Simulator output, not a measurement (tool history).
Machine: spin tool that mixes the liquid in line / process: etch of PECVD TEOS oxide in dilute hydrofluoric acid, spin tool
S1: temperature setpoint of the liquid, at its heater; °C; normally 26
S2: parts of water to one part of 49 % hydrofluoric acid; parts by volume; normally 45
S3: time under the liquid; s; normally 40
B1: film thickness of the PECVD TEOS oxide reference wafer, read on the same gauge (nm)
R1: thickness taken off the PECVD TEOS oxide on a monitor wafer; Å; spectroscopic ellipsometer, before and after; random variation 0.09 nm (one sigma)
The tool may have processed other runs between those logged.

run,hour,S1,S2,S3,B1,R1
1,0,26,45,55,110.02,148.1
2,77.6,26,45,55,110.02,148.8
3,140.7,26,45,40,109.97,106.3
4,181.9,26,45,40,109.96,106.3
5,289.3,26,45,40,110.01,103.4
6,333.7,26,50,30,110.03,68.8
7,430.5,26,45,40,109.99,102.3
8,484,26,45,40,110.03,101.2
# hour 509.1: gauge calibrated
9,551.1,26,45,40,109.98,99.5
10,626.9,24,35,50,110.01,148.3
11,707.1,26,45,40,109.96,97.4
# hour 782.6: hydrofluoric acid flow meter replaced
12,810.6,21,50,20,109.93,37.9
13,853.3,26,30,60,110.01,235.3
14,929,26,25,50,110.01,238.4
15,993,23,60,40,109.99,66.1
# hour 1042.9: thermometer replaced
16,1049.5,26,45,25,110,70.2

Expected results for the next run?
17,1315.4,26,45,55,?,?

{"run 17": {"B1": 110.02, "R1": 150.1}}
The same run, on a tool lacking any hidden state, would have yielded R1 160.4 Å.
